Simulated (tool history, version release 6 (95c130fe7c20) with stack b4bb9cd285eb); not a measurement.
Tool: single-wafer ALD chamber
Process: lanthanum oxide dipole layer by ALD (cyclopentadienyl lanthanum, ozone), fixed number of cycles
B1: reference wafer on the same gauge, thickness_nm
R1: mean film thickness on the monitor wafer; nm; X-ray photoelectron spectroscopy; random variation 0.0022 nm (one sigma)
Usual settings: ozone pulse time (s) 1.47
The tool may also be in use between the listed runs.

{"run": 1, "hour": 0.0, "ozone pulse time (s)": 1.47, "B1": 0.624, "R1": 0.554}
{"run": 2, "hour": 89.2, "ozone pulse time (s)": 1.18, "B1": 0.625, "R1": 0.51}
{"run": 3, "hour": 157.8, "ozone pulse time (s)": 1.18, "B1": 0.625, "R1": 0.512}
{"run": 4, "hour": 244.6, "ozone pulse time (s)": 1.78, "B1": 0.626, "R1": 0.573}
{"run": 5, "hour": 347.5, "ozone pulse time (s)": 1.78, "B1": 0.625, "R1": 0.575}
{"run": 6, "hour": 390.1, "ozone pulse time (s)": 1.78, "B1": 0.625, "R1": 0.578}
{"run": 7, "hour": 466.9, "ozone pulse time (s)": 1.47, "B1": 0.625, "R1": 0.547}
{"run": 8, "hour": 571.3, "ozone pulse time (s)": 1.47, "B1": 0.625, "R1": 0.546}
{"run": 9, "hour": 624.3, "ozone pulse time (s)": 1.47, "B1": 0.625, "R1": 0.548}
{"hour": 708.9, "done": "ozone generator serviced"}
{"run": 10, "hour": 721.2, "ozone pulse time (s)": 1.02, "B1": 0.624, "R1": 0.511}
{"run": 11, "hour": 812.9, "ozone pulse time (s)": 1.02, "B1": 0.626, "R1": 0.503}
{"run": 12, "hour": 891.0, "ozone pulse time (s)": 1.81, "B1": 0.625, "R1": 0.588}
{"run": 13, "hour": 1136.7, "ozone pulse time (s)": 1.47, "B1": 0.625, "R1": 0.559}
{"hour": 1197.5, "done": "thermocouple changed; heater temperature recalibrated"}
{"hour": 1216.9, "done": "gauge calibrated"}
{"run": 14, "hour": 1238.0, "ozone pulse time (s)": 1.47, "B1": 0.625, "R1": 0.559}
{"hour": 1270.1, "done": "showerhead replaced"}
{"run": 15, "hour": 1297.9, "ozone pulse time (s)": 1.15, "B1": 0.625, "R1": 0.512}
{"run": 16, "hour": 1385.0, "ozone pulse time (s)": 1.95, "B1": 0.626, "R1": 0.587}
{"run": 17, "hour": 1429.0, "ozone pulse time (s)": 1.77, "B1": 0.626, "R1": 0.581}
{"run": 18, "hour": 1471.4, "ozone pulse time (s)": 1.8, "B1": 0.625, "R1": 0.58}
{"run": 19, "hour": 1524.9, "ozone pulse time (s)": 1.47, "B1": 0.625, "R1": 0.553}
{"run": 20, "hour": 1582.2, "ozone pulse time (s)": 2.02, "B1": 0.624, "R1": 0.585}
{"run": 21, "hour": 1688.6, "ozone pulse time (s)": 2.05, "B1": 0.625, "R1": 0.591}
{"run": 22, "hour": 1757.7, "ozone pulse time (s)": 1.98, "B1": 0.626, "R1": 0.584}
{"run": 23, "hour": 1831.2, "ozone pulse time (s)": 1.29, "B1": 0.626, "R1": 0.526}
{"run": 24, "hour": 1917.8, "ozone pulse time (s)": 1.91, "B1": 0.625, "R1": 0.58}
{"run": 25, "hour": 2005.0, "ozone pulse time (s)": 1.47, "B1": 0.626, "R1": 0.548}
{"run": 26, "hour": 2079.5, "ozone pulse time (s)": 1.47, "B1": 0.624, "R1": 0.545}
{"run": 27, "hour": 2130.4, "ozone pulse time (s)": 1.68, "B1": 0.625, "R1": 0.563}
{"run": 28, "hour": 2208.6, "ozone pulse time (s)": 1.3, "B1": 0.625, "R1": 0.52}

Forecast run 29:
{"run": 29, "hour": 2254.9, "ozone pulse time (s)": 1.92, "B1": "?", "R1": "?"}

B1: 0.625
R1: 0.58 nm
Without the tool's hidden state the same run would have given R1 0.596 nm.
